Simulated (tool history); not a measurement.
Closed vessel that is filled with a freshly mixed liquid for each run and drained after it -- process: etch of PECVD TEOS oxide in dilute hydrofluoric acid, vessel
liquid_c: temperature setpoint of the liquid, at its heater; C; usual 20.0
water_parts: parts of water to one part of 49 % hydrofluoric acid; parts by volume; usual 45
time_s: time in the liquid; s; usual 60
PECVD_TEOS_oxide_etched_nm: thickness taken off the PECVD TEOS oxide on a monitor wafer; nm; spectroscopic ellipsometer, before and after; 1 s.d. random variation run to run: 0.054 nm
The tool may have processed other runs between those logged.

| run | hour | liquid_c | water_parts | time_s | wafers since the last listed run | hours since the thermometer was replaced | hours since the hydrofluoric acid flow meter was replaced | hours since the gauge calibration | read-back film thickness of the PECVD TEOS oxide reference wafer, read on the same gauge (nm) | PECVD_TEOS_oxide_etched_nm |
|---|---|---|---|---|---|---|---|---|---|---|
| 1 | 0.0 | 20.0 | 45 | 60 | 0 | 912.7 | 1459.1 | 369.1 | 100.03 | 10.66 |
| 2 | 41.2 | 20.0 | 45 | 60 | 5628 | 953.9 | 1500.3 | 410.3 | 100.03 | 10.77 |
| 3 | 100.3 | 20.0 | 45 | 60 | 8074 | 1013.0 | 1559.4 | 469.4 | 100.00 | 10.62 |
| 4 | 128.8 | 20.0 | 45 | 60 | 3893 | 1041.5 | 1587.9 | 497.9 | 100.01 | 10.77 |
| 5 | 191.7 | 20.0 | 45 | 60 | 8593 | 1104.4 | 1650.8 | 560.8 | 99.98 | 10.79 |
| 6 | 259.4 | 22.5 | 45 | 60 | 9249 | 1172.1 | 1718.5 | 628.5 | 99.97 | 11.94 |
| 7 | 312.8 | 22.5 | 45 | 60 | 7295 | 1225.5 | 1771.9 | 681.9 | 99.98 | 11.92 |
| 8 | 356.6 | 22.5 | 45 | 60 | 5983 | 1269.3 | 1815.7 | 725.7 | 99.96 | 12.01 |
| 9 | 385.9 | 20.0 | 45 | 60 | 4002 | 1298.6 | 1845.0 | 755.0 | 99.97 | 10.80 |
|  | 407.7 | hydrofluoric acid flow meter replaced |
| 10 | 422.6 | 20.0 | 45 | 60 | 4877 | 1335.3 | 14.9 | 791.7 | 100.02 | 10.91 |
| 11 | 450.5 | 20.0 | 55 | 60 | 3811 | 1363.2 | 42.8 | 819.6 | 99.99 | 8.80 |
| 12 | 480.8 | 20.0 | 35 | 40 | 4139 | 1393.5 | 73.1 | 849.9 | 100.00 | 9.49 |
| 13 | 549.4 | 18.0 | 65 | 35 | 9372 | 1462.1 | 141.7 | 918.5 | 100.02 | 4.01 |
| 14 | 606.1 | 17.0 | 45 | 85 | 7746 | 1518.8 | 198.4 | 975.2 | 100.02 | 13.66 |
| 15 | 659.2 | 20.0 | 45 | 60 | 7254 | 1571.9 | 251.5 | 1028.3 | 100.03 | 11.03 |
| 16 | 696.2 | 23.0 | 50 | 40 | 5054 | 1608.9 | 288.5 | 1065.3 | 99.97 | 7.41 |
|  | 723.0 | gauge calibrated |
|  | 733.3 | thermometer replaced |
| 17 | 766.5 | 24.0 | 25 | 95 | 9467 | 33.2 | 358.8 | 43.5 | 99.97 | 35.04 |
| 18 | 813.3 | 24.5 | 55 | 75 | 6393 | 80.0 | 405.6 | 90.3 | 99.98 | 12.56 |
| 19 | 839.2 | 20.0 | 45 | 90 | 3538 | 105.9 | 431.5 | 116.2 | 100.04 | 15.46 |
| 20 | 907.2 | 20.0 | 45 | 60 | 9290 | 173.9 | 499.5 | 184.2 | 99.99 | 10.35 |
| 21 | 966.0 | 25.0 | 35 | 50 | 8033 | 232.7 | 558.3 | 243.0 | 99.99 | 13.83 |
| 22 | 1025.6 | 22.5 | 55 | 35 | 8142 | 292.3 | 617.9 | 302.6 | 100.02 | 5.41 |

Run 23 is up next; what results do you expect?
| 23 | 1090.3 | 23.0 | 25 | 60 | 8839 | 357.0 | 682.6 | 367.3 | ? | ? |

read-back film thickness of the PECVD TEOS oxide reference wafer, read on the same gauge (nm): 100.02
PECVD_TEOS_oxide_etched_nm: 21.66 nm
On a tool with no hidden condition, and with the same random variation, this run would have come out at PECVD_TEOS_oxide_etched_nm 21.27 nm.
